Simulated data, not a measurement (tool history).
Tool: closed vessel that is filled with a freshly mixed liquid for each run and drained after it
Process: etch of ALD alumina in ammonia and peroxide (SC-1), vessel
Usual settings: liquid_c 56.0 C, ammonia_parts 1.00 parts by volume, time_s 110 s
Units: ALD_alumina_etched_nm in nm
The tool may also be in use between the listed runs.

| run | day | liquid_c | ammonia_parts | time_s | wafers since the last listed run | hours since the thermometer was replaced | hours since the ammonia flow meter was replaced | hours since the drum of ammonia solution was connected | hours since the gauge calibration | read-back film thickness of the ALD alumina reference wafer, read on the same gauge (nm) | ALD_alumina_etched_nm |
|---|---|---|---|---|---|---|---|---|---|---|---|
| 1 | 0.000 | 56.0 | 1.00 | 110 | 0 | 1851.7 | 1332.7 | 107.2 | 322.2 | 100.04 | 7.67 |
| 2 | 1.458 | 56.0 | 1.00 | 110 | 4570 | 1886.7 | 1367.7 | 142.2 | 357.2 | 100.02 | 7.54 |
|  | 1.879 | gauge calibrated |
| 3 | 2.829 | 48.0 | 1.20 | 110 | 4296 | 1919.6 | 1400.6 | 175.1 | 22.8 | 99.98 | 4.94 |
| 4 | 3.629 | 48.0 | 1.20 | 110 | 2507 | 1938.8 | 1419.8 | 194.3 | 42.0 | 100.01 | 4.96 |
| 5 | 4.846 | 56.0 | 1.00 | 110 | 3813 | 1968.0 | 1449.0 | 223.5 | 71.2 | 99.99 | 7.61 |
| 6 | 6.083 | 56.0 | 1.00 | 110 | 3878 | 1997.7 | 1478.7 | 253.2 | 100.9 | 99.99 | 7.54 |
| 7 | 6.629 | 56.0 | 1.00 | 110 | 1710 | 2010.8 | 1491.8 | 266.3 | 114.0 | 100.01 | 7.53 |
| 8 | 7.662 | 56.0 | 1.00 | 110 | 3238 | 2035.6 | 1516.6 | 291.1 | 138.8 | 100.01 | 7.60 |
| 9 | 8.304 | 63.0 | 1.00 | 110 | 2011 | 2051.0 | 1532.0 | 306.5 | 154.2 | 100.01 | 10.87 |
| 10 | 9.017 | 56.0 | 1.00 | 110 | 2233 | 2068.1 | 1549.1 | 323.6 | 171.3 | 100.01 | 7.65 |
| 11 | 10.246 | 56.0 | 1.00 | 135 | 3852 | 2097.6 | 1578.6 | 353.1 | 200.8 | 100.00 | 9.29 |
| 12 | 11.621 | 62.0 | 1.00 | 65 | 4309 | 2130.6 | 1611.6 | 386.1 | 233.8 | 100.02 | 6.04 |
|  | 11.771 | thermometer replaced |
| 13 | 12.921 | 51.0 | 1.20 | 90 | 3944 | 27.6 | 1642.8 | 417.3 | 265.0 | 100.00 | 5.35 |
| 14 | 14.021 | 53.5 | 1.00 | 150 | 3447 | 54.0 | 1669.2 | 443.7 | 291.4 | 100.01 | 10.16 |
|  | 14.171 | gauge calibrated |
| 15 | 15.179 | 56.0 | 1.00 | 110 | 3630 | 81.8 | 1697.0 | 471.5 | 24.2 | 100.00 | 8.52 |
|  | 15.325 | new drum of ammonia solution connected |
| 16 | 15.900 | 56.0 | 1.00 | 110 | 2128 | 99.1 | 1714.3 | 13.8 | 41.5 | 99.99 | 8.40 |
|  | 16.188 | ammonia flow meter replaced |
| 17 | 16.908 | 56.0 | 1.00 | 80 | 3029 | 123.3 | 17.3 | 38.0 | 65.7 | 100.05 | 6.16 |
| 18 | 18.246 | 56.0 | 1.20 | 85 | 4192 | 155.4 | 49.4 | 70.1 | 97.8 | 100.02 | 6.64 |
| 19 | 19.629 | 56.0 | 1.00 | 110 | 4335 | 188.6 | 82.6 | 103.3 | 131.0 | 100.00 | 8.42 |
| 20 | 20.542 | 65.0 | 0.85 | 110 | 2860 | 210.5 | 104.5 | 125.2 | 152.9 | 99.98 | 13.25 |

Forecast each of these 5 alternatives for the next run:
| A | 20.571 | 50.5 | 1.00 | 110 | 91 | 211.2 | 105.2 | 125.9 | 153.6 | ? | ? |
| B | 20.571 | 61.5 | 0.75 | 75 | 91 | 211.2 | 105.2 | 125.9 | 153.6 | ? | ? |
| C | 20.571 | 56.0 | 1.20 | 110 | 91 | 211.2 | 105.2 | 125.9 | 153.6 | ? | ? |
| D | 20.571 | 52.5 | 0.65 | 50 | 91 | 211.2 | 105.2 | 125.9 | 153.6 | ? | ? |
| E | 20.571 | 56.0 | 0.75 | 155 | 91 | 211.2 | 105.2 | 125.9 | 153.6 | ? | ? |

| run | read-back film thickness of the ALD alumina reference wafer, read on the same gauge (nm) | ALD_alumina_etched_nm |
|---|---|---|
| A | 100.01 | 6.19 |
| B | 100.01 | 7.35 |
| C | 100.01 | 8.47 |
| D | 100.01 | 3.01 |
| E | 100.01 | 11.42 |
Without the tool's hidden state the same runs would have given:
| run | ALD_alumina_etched_nm |
|---|---|
| A | 6.35 |
| B | 7.53 |
| C | 8.68 |
| D | 3.09 |
| E | 11.70 |
